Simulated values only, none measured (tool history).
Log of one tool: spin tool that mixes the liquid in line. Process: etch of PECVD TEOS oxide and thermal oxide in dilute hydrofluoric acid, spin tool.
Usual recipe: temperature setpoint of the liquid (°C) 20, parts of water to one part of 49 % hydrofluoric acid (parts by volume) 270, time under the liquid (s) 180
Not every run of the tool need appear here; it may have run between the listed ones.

| run | hour | temperature setpoint of the liquid (°C) | parts of water to one part of 49 % hydrofluoric acid (parts by volume) | time under the liquid (s) | wafers since the last listed run | hours since the thermometer was replaced | hours since the hydrofluoric acid flow meter was replaced | hours since the gauge calibration | read-back film thickness of the PECVD TEOS oxide reference wafer, read on the same gauge (nm) | read-back film thickness of the thermal oxide reference wafer, read on the same gauge (nm) | thickness taken off the PECVD TEOS oxide on a monitor wafer (angstrom) | thickness taken off the thermal oxide on a monitor wafer (angstrom) |
|---|---|---|---|---|---|---|---|---|---|---|---|---|
| 1 | 0 | 20 | 270 | 215 | 0 | 794.9 | 1126.5 | 1267.3 | 60 | 100.01 | 110.6 | 24.28 |
| 2 | 67.1 | 20 | 270 | 215 | 609 | 862 | 1193.6 | 1334.4 | 60.01 | 100.02 | 110.2 | 23.77 |
| 3 | 162.1 | 17 | 325 | 275 | 862 | 957 | 1288.6 | 1429.4 | 59.99 | 100.001 | 100.5 | 21.19 |
|  | 293.5 | thermometer replaced |
| 4 | 399 | 20 | 270 | 180 | 2141 | 105.5 | 1525.5 | 1666.3 | 60.01 | 99.997 | 93.9 | 19.81 |
| 5 | 491.5 | 20 | 270 | 135 | 839 | 198 | 1618 | 1758.8 | 60 | 100.003 | 70.5 | 15.43 |
| 6 | 551.5 | 23 | 360 | 110 | 544 | 258 | 1678 | 1818.8 | 60.01 | 99.959 | 44.2 | 9.71 |
| 7 | 615.4 | 17 | 270 | 220 | 580 | 321.9 | 1741.9 | 1882.7 | 60.01 | 100.003 | 103.5 | 22.91 |
| 8 | 666.3 | 20 | 205 | 180 | 462 | 372.8 | 1792.8 | 1933.6 | 60.03 | 100.008 | 130.8 | 29.4 |
|  | 751.3 | hydrofluoric acid flow meter replaced |
| 9 | 753.2 | 20 | 270 | 180 | 779 | 459.7 | 1.9 | 2020.5 | 60.03 | 100.007 | 94.2 | 20.37 |
| 10 | 790.5 | 23 | 165 | 180 | 338 | 497 | 39.2 | 2057.8 | 59.99 | 100.009 | 189.6 | 42.21 |
| 11 | 847.9 | 20 | 270 | 180 | 521 | 554.4 | 96.6 | 2115.2 | 59.97 | 100.009 | 93.3 | 20.48 |
| 12 | 1076.6 | 17.5 | 270 | 180 | 2076 | 783.1 | 325.3 | 2343.9 | 59.99 | 99.989 | 84.4 | 18.23 |
| 13 | 1159.6 | 20 | 270 | 180 | 753 | 866.1 | 408.3 | 2426.9 | 59.98 | 99.974 | 92.6 | 21.06 |
| 14 | 1258.9 | 20 | 270 | 215 | 901 | 965.4 | 507.6 | 2526.2 | 59.98 | 100.021 | 110.6 | 24.46 |
|  | 1283.2 | gauge calibrated |
| 15 | 1338.5 | 24.5 | 270 | 80 | 722 | 1045 | 587.2 | 55.3 | 59.99 | 100.025 | 48.1 | 10.59 |
|  | 1344.4 | thermometer replaced |
| 16 | 1444.2 | 20 | 270 | 180 | 950 | 99.8 | 692.9 | 161 | 60 | 99.998 | 94.4 | 20.67 |
| 17 | 1544.8 | 22 | 270 | 180 | 913 | 200.4 | 793.5 | 261.6 | 60.02 | 100.04 | 101.3 | 21.82 |
| 18 | 1617.7 | 20 | 270 | 180 | 661 | 273.3 | 866.4 | 334.5 | 59.96 | 99.98 | 94.2 | 20.7 |
| 19 | 1686.8 | 17 | 330 | 85 | 627 | 342.4 | 935.5 | 403.6 | 60.02 | 100.025 | 31 | 6.71 |
| 20 | 1733.9 | 17 | 205 | 250 | 427 | 389.5 | 982.6 | 450.7 | 60.03 | 100.001 | 162 | 35.76 |
| 21 | 1784.2 | 25 | 270 | 125 | 456 | 439.8 | 1032.9 | 501 | 59.98 | 100.02 | 77.5 | 17 |
| 22 | 2023.4 | 20 | 270 | 95 | 2171 | 679 | 1272.1 | 740.2 | 60.01 | 100.024 | 49.5 | 10.79 |
| 23 | 2060.7 | 20 | 270 | 180 | 338 | 716.3 | 1309.4 | 777.5 | 59.99 | 100.006 | 93.2 | 20.13 |
| 24 | 2155.9 | 23 | 270 | 100 | 864 | 811.5 | 1404.6 | 872.7 | 60 | 100.039 | 57.6 | 12.49 |
| 25 | 2228.6 | 17 | 395 | 85 | 659 | 884.2 | 1477.3 | 945.4 | 59.98 | 99.987 | 24 | 5.18 |
|  | 2432 | thermometer replaced |
|  | 2456.8 | hydrofluoric acid flow meter replaced |
| 26 | 2494.2 | 17 | 140 | 95 | 2392 | 62.2 | 37.4 | 1211 | 60.02 | 99.961 | 96.7 | 20.52 |

Some steps in thickness taken off the PECVD TEOS oxide on a monitor wafer (angstrom), run to run, broken into two amounts with sign: the step expected even without the hidden condition (settings, incoming material, random variation), and the rest, left for the hidden condition together with whatever gauge scatter is not in both the measured and the hidden-condition-free result:
Hidden conditions of the tool in this case: liquid colder than its thermometer reads (K); hydrofluoric acid flow below the setpoint (%); gauge reads high (%).
Run 3 -> 4: temperature setpoint of the liquid (°C) 17 -> 20, parts of water to one part of 49 % hydrofluoric acid (parts by volume) 325 -> 270, time under the liquid (s) 275 -> 180, thermometer replaced. thickness taken off the PECVD TEOS oxide on a monitor wafer (angstrom) -6.6: hidden state +2, all else -8.6.
Run 10 -> 11: temperature setpoint of the liquid (°C) 23 -> 20, parts of water to one part of 49 % hydrofluoric acid (parts by volume) 165 -> 270. thickness taken off the PECVD TEOS oxide on a monitor wafer (angstrom) -96.3: hidden state +1.2, all else -97.5.
Run 19 -> 20: parts of water to one part of 49 % hydrofluoric acid (parts by volume) 330 -> 205, time under the liquid (s) 85 -> 250. thickness taken off the PECVD TEOS oxide on a monitor wafer (angstrom) +131: hidden state -1.9, all else +132.9.
